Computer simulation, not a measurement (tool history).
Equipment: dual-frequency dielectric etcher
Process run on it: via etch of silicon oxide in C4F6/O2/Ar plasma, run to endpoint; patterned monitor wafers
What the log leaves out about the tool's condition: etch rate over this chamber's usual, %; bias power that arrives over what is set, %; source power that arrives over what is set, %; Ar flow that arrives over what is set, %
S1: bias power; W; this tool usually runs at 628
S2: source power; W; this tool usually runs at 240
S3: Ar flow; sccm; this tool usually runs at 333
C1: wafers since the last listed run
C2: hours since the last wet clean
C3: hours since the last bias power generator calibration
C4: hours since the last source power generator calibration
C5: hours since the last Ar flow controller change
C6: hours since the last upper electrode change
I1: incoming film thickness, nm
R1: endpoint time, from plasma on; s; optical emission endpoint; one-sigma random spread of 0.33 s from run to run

run 1 hour=0.0 | S1=628 S2=240 S3=333 | C1=0 C2=257.3 C3=1961.8 C4=670.6 C5=3841.7 C6=1377.5 | I1=167.3 | R1=45.9
run 2 hour=40.3 | S1=692 S2=240 S3=333 | C1=298 C2=297.6 C3=2002.1 C4=710.9 C5=3882.0 C6=1417.8 | I1=166.4 | R1=43.1
run 3 hour=91.4 | S1=692 S2=240 S3=333 | C1=378 C2=348.7 C3=2053.2 C4=762.0 C5=3933.1 C6=1468.9 | I1=166.9 | R1=43.1
run 4 hour=156.0 | S1=692 S2=240 S3=333 | C1=478 C2=413.3 C3=2117.8 C4=826.6 C5=3997.7 C6=1533.5 | I1=167.1 | R1=43.1
run 5 hour=229.4 | S1=628 S2=240 S3=333 | C1=544 C2=486.7 C3=2191.2 C4=900.0 C5=4071.1 C6=1606.9 | I1=167.2 | R1=45.6
run 6 hour=335.3 | S1=628 S2=240 S3=333 | C1=784 C2=592.6 C3=2297.1 C4=1005.9 C5=4177.0 C6=1712.8 | I1=166.2 | R1=45.2
-- hour=404.9 upper electrode replaced
-- hour=406.5 wet clean of the chamber
run 7 hour=436.4 | S1=628 S2=240 S3=333 | C1=559 C2=29.9 C3=2398.2 C4=1107.0 C5=4278.1 C6=31.5 | I1=166.7 | R1=46.2
run 8 hour=481.6 | S1=628 S2=280 S3=333 | C1=335 C2=75.1 C3=2443.4 C4=1152.2 C5=4323.3 C6=76.7 | I1=164.7 | R1=42.3
run 9 hour=565.5 | S1=628 S2=280 S3=333 | C1=621 C2=159.0 C3=2527.3 C4=1236.1 C5=4407.2 C6=160.6 | I1=165.0 | R1=42.7
run 10 hour=663.9 | S1=628 S2=280 S3=333 | C1=729 C2=257.4 C3=2625.7 C4=1334.5 C5=4505.6 C6=259.0 | I1=167.3 | R1=43.6
run 11 hour=713.5 | S1=628 S2=240 S3=333 | C1=367 C2=307.0 C3=2675.3 C4=1384.1 C5=4555.2 C6=308.6 | I1=168.5 | R1=46.4
run 12 hour=796.3 | S1=628 S2=200 S3=333 | C1=613 C2=389.8 C3=2758.1 C4=1466.9 C5=4638.0 C6=391.4 | I1=168.3 | R1=50.2
run 13 hour=834.0 | S1=628 S2=240 S3=333 | C1=279 C2=427.5 C3=2795.8 C4=1504.6 C5=4675.7 C6=429.1 | I1=165.2 | R1=45.7
run 14 hour=909.5 | S1=507 S2=280 S3=333 | C1=559 C2=503.0 C3=2871.3 C4=1580.1 C5=4751.2 C6=504.6 | I1=167.1 | R1=49.5
run 15 hour=1008.3 | S1=579 S2=240 S3=358 | C1=732 C2=601.8 C3=2970.1 C4=1678.9 C5=4850.0 C6=603.4 | I1=166.0 | R1=48.3
-- hour=1032.7 wet clean of the chamber
run 16 hour=1108.9 | S1=741 S2=180 S3=333 | C1=567 C2=76.2 C3=3070.7 C4=1779.5 C5=4950.6 C6=704.0 | I1=169.4 | R1=48.0
run 17 hour=1163.7 | S1=480 S2=290 S3=282 | C1=406 C2=131.0 C3=3125.5 C4=1834.3 C5=5005.4 C6=758.8 | I1=166.9 | R1=50.5
run 18 hour=1240.1 | S1=781 S2=210 S3=368 | C1=566 C2=207.4 C3=3201.9 C4=1910.7 C5=5081.8 C6=835.2 | I1=167.4 | R1=43.3
run 19 hour=1280.8 | S1=628 S2=240 S3=333 | C1=301 C2=248.1 C3=3242.6 C4=1951.4 C5=5122.5 C6=875.9 | I1=166.4 | R1=45.3
run 20 hour=1331.8 | S1=628 S2=240 S3=333 | C1=378 C2=299.1 C3=3293.6 C4=2002.4 C5=5173.5 C6=926.9 | I1=165.0 | R1=46.2
-- hour=1410.6 source power generator calibrated
run 21 hour=1432.3 | S1=628 S2=240 S3=333 | C1=715 C2=399.6 C3=3394.1 C4=21.7 C5=5274.0 C6=1027.4 | I1=167.8 | R1=47.2
-- hour=1444.2 bias power generator calibrated
run 22 hour=1505.1 | S1=555 S2=270 S3=254 | C1=509 C2=472.4 C3=60.9 C4=94.5 C5=5346.8 C6=1100.2 | I1=168.6 | R1=45.3
-- hour=1512.8 Ar flow controller replaced
run 23 hour=1581.0 | S1=781 S2=210 S3=368 | C1=518 C2=548.3 C3=136.8 C4=170.4 C5=68.2 C6=1176.1 | I1=166.4 | R1=42.1
-- hour=1632.5 wet clean of the chamber
run 24 hour=1679.5 | S1=519 S2=190 S3=333 | C1=552 C2=47.0 C3=235.3 C4=268.9 C5=166.7 C6=1274.6 | I1=165.9 | R1=55.3
run 25 hour=1773.7 | S1=490 S2=260 S3=304 | C1=698 C2=141.2 C3=329.5 C4=363.1 C5=260.9 C6=1368.8 | I1=164.6 | R1=50.0
run 26 hour=1826.0 | S1=677 S2=240 S3=333 | C1=387 C2=193.5 C3=381.8 C4=415.4 C5=313.2 C6=1421.1 | I1=166.8 | R1=43.0
run 27 hour=1904.5 | S1=628 S2=260 S3=333 | C1=581 C2=272.0 C3=460.3 C4=493.9 C5=391.7 C6=1499.6 | I1=166.5 | R1=43.7
run 28 hour=2011.6 | S1=577 S2=290 S3=386 | C1=793 C2=379.1 C3=567.4 C4=601.0 C5=498.8 C6=1606.7 | I1=166.5 | R1=45.2
run 29 hour=2088.9 | S1=482 S2=240 S3=359 | C1=572 C2=456.4 C3=644.7 C4=678.3 C5=576.1 C6=1684.0 | I1=166.5 | R1=54.4
run 30 hour=2175.3 | S1=493 S2=300 S3=268 | C1=640 C2=542.8 C3=731.1 C4=764.7 C5=662.5 C6=1770.4 | I1=166.3 | R1=47.1

Hidden state or all else? Some run-to-run changes of R1, split into what the settings, what came in and random variation would give without the hidden state, and what is left for the hidden state (with any gauge scatter that isn't in both results):
Run 11 -> 12: S2 240 -> 200. R1 +3.8 s: hidden state +0.2, all else +3.6.
Run 12 -> 13: S2 200 -> 240. R1 -4.5 s: hidden state -0.2, all else -4.3.
Run 21 -> 22: S1 628 -> 555, S2 240 -> 270, S3 333 -> 254, bias power generator calibrated. R1 -1.9 s: hidden state -1.5, all else -0.4.
Run 23 -> 24: S1 781 -> 519, S2 210 -> 190, S3 368 -> 333, wet clean of the chamber. R1 +13.2 s: hidden state +0.1, all else +13.1.
Run 28 -> 29: S1 577 -> 482, S2 290 -> 240, S3 386 -> 359. R1 +9.2 s: hidden state +0.1, all else +9.1.
Run 29 -> 30: S1 482 -> 493, S2 240 -> 300, S3 359 -> 268. R1 -7.3 s: hidden state +0.0, all else -7.3.

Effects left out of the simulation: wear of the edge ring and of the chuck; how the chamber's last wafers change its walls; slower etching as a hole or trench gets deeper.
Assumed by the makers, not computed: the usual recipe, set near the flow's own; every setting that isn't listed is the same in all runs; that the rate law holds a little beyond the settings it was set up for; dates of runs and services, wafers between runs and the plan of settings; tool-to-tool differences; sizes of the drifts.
